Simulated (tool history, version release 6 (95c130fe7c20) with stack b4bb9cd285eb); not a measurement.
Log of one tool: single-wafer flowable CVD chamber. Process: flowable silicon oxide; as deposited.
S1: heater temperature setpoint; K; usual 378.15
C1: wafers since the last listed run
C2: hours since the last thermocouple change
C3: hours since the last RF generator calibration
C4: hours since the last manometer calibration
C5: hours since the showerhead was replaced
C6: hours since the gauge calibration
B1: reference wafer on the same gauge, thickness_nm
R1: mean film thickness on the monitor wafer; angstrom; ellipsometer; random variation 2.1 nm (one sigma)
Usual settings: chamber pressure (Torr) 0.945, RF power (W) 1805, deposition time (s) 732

Run 1, hour 0.0: usual settings; C1 0; C2 1499.2; C3 1487.3; C4 422.2; C5 5323.6; C6 15.4; B1 499.437. Result: R1 4412.48 angstrom.
Run 2, hour 36.5: usual settings; C1 61; C2 1535.7; C3 1523.8; C4 458.7; C5 5360.1; C6 51.9; B1 500.118. Result: R1 4390.47 angstrom.
Run 3, hour 52.9: usual settings; C1 27; C2 1552.1; C3 1540.2; C4 475.1; C5 5376.5; C6 68.3; B1 500.015. Result: R1 4334.73 angstrom.
Run 4, hour 74.3: usual settings; C1 36; C2 1573.5; C3 1561.6; C4 496.5; C5 5397.9; C6 89.7; B1 499.648. Result: R1 4349.61 angstrom.
Run 5, hour 100.5: usual settings; C1 44; C2 1599.7; C3 1587.8; C4 522.7; C5 5424.1; C6 115.9; B1 499.617. Result: R1 4389.41 angstrom.
Run 6, hour 131.0: usual settings but S1 389.15 K, chamber pressure (Torr) 1.118, RF power (W) 1455, deposition time (s) 592; C1 51; C2 1630.2; C3 1618.3; C4 553.2; C5 5454.6; C6 146.4; B1 500.030. Result: R1 2855.23 angstrom.
Run 7, hour 153.4: usual settings; C1 37; C2 1652.6; C3 1640.7; C4 575.6; C5 5477.0; C6 168.8; B1 499.329. Result: R1 4365.77 angstrom.
Run 8, hour 188.4: usual settings but RF power (W) 1700, deposition time (s) 688; C1 59; C2 1687.6; C3 1675.7; C4 610.6; C5 5512.0; C6 203.8; B1 499.942. Result: R1 4049.50 angstrom.
Run 9, hour 206.1: usual settings but S1 368.15 K, RF power (W) 2075; C1 29; C2 1705.3; C3 1693.4; C4 628.3; C5 5529.7; C6 221.5; B1 500.093. Result: R1 6024.05 angstrom.
Run 10, hour 231.4: usual settings; C1 42; C2 1730.6; C3 1718.7; C4 653.6; C5 5555.0; C6 246.8; B1 499.817. Result: R1 4370.59 angstrom.
At hour 245.5: showerhead replaced.
Run 11, hour 252.5: usual settings; C1 22; C2 1751.7; C3 1739.8; C4 674.7; C5 7.0; C6 267.9; B1 500.434. Result: R1 4342.94 angstrom.
At hour 277.7: thermocouple changed; heater temperature recalibrated.
Run 12, hour 284.6: usual settings but chamber pressure (Torr) 0.713; C1 40; C2 6.9; C3 1771.9; C4 706.8; C5 39.1; C6 300.0; B1 499.570. Result: R1 3492.53 angstrom.
Run 13, hour 315.0: usual settings; C1 51; C2 37.3; C3 1802.3; C4 737.2; C5 69.5; C6 330.4; B1 499.544. Result: R1 4621.59 angstrom.
At hour 330.1: RF generator calibrated.
Run 14, hour 345.0: usual settings; C1 37; C2 67.3; C3 14.9; C4 767.2; C5 99.5; C6 360.4; B1 499.880. Result: R1 4645.83 angstrom.
Run 15, hour 383.0: usual settings; C1 64; C2 105.3; C3 52.9; C4 805.2; C5 137.5; C6 398.4; B1 499.984. Result: R1 4671.72 angstrom.
At hour 424.4: capacitance manometer re-zeroed and calibrated.
Run 16, hour 424.9: usual settings but S1 387.15 K, chamber pressure (Torr) 1.051, RF power (W) 2065; C1 57; C2 147.2; C3 94.8; C4 0.5; C5 179.4; C6 440.3; B1 500.136. Result: R1 4030.22 angstrom.
Run 17, hour 442.8: usual settings but chamber pressure (Torr) 1.078; C1 30; C2 165.1; C3 112.7; C4 18.4; C5 197.3; C6 458.2; B1 500.157. Result: R1 5198.97 angstrom.
Run 18, hour 472.3: usual settings but S1 369.15 K, chamber pressure (Torr) 1.007, RF power (W) 1675; C1 49; C2 194.6; C3 142.2; C4 47.9; C5 226.8; C6 487.7; B1 499.907. Result: R1 6125.80 angstrom.
Run 19, hour 493.8: usual settings but chamber pressure (Torr) 0.836; C1 36; C2 216.1; C3 163.7; C4 69.4; C5 248.3; C6 509.2; B1 499.915. Result: R1 4030.35 angstrom.
Run 20, hour 536.3: usual settings but deposition time (s) 685; C1 71; C2 258.6; C3 206.2; C4 111.9; C5 290.8; C6 551.7; B1 499.540. Result: R1 4245.39 angstrom.
Run 21, hour 569.0: usual settings but S1 370.15 K, chamber pressure (Torr) 0.769, RF power (W) 2080, deposition time (s) 777; C1 55; C2 291.3; C3 238.9; C4 144.6; C5 323.5; C6 584.4; B1 499.756. Result: R1 5132.66 angstrom.
Run 22, hour 589.3: usual settings but S1 369.15 K; C1 34; C2 311.6; C3 259.2; C4 164.9; C5 343.8; C6 604.7; B1 500.173. Result: R1 5883.04 angstrom.
Run 23, hour 620.6: usual settings but RF power (W) 2025; C1 52; C2 342.9; C3 290.5; C4 196.2; C5 375.1; C6 636.0; B1 499.793. Result: R1 4654.50 angstrom.
Run 24, hour 637.6: usual settings but chamber pressure (Torr) 0.764, RF power (W) 1900; C1 28; C2 359.9; C3 307.5; C4 213.2; C5 392.1; C6 653.0; B1 499.910. Result: R1 3731.42 angstrom.
Run 25, hour 660.0: usual settings but RF power (W) 1965, deposition time (s) 839; C1 37; C2 382.3; C3 329.9; C4 235.6; C5 414.5; C6 675.4; B1 500.154. Result: R1 5322.71 angstrom.
Run 26, hour 680.6: usual settings but chamber pressure (Torr) 1.007; C1 34; C2 402.9; C3 350.5; C4 256.2; C5 435.1; C6 696.0; B1 499.864. Result: R1 4808.60 angstrom.
Run 27, hour 704.7: usual settings; C1 40; C2 427.0; C3 374.6; C4 280.3; C5 459.2; C6 720.1; B1 499.866. Result: R1 4526.60 angstrom.

What the log doesn't show, run by run:
delivered RF power above the setpoint (%): 0 in every run
gauge reads high (%): 0 in every run
H1: wafer temperature above the value expected at the setpoint (K)
H2: true pressure above the setpoint (%)
run        H1     H2
  1      1.33  0.726
  2      1.39  0.863
  3      1.42  0.929
  4      1.45   1.02
  5       1.5   1.13
  6      1.55   1.27
  7      1.59   1.38
  8      1.66   1.56
  9      1.69   1.65
 10      1.74   1.79
 11      1.78   1.91
 12   -0.0776    2.1
 13   -0.0768   2.29
 14   -0.0751   2.48
 15   -0.0715   2.74
 16   -0.0657  0.351
 17   -0.0627  0.353
 18   -0.0569  0.361
 19    -0.052  0.372
 20    -0.041  0.405
 21   -0.0311   0.44
 22   -0.0244  0.467
 23   -0.0132  0.516
 24  -0.00668  0.545
 25   0.00242  0.588
 26    0.0113  0.632
 27    0.0222  0.687
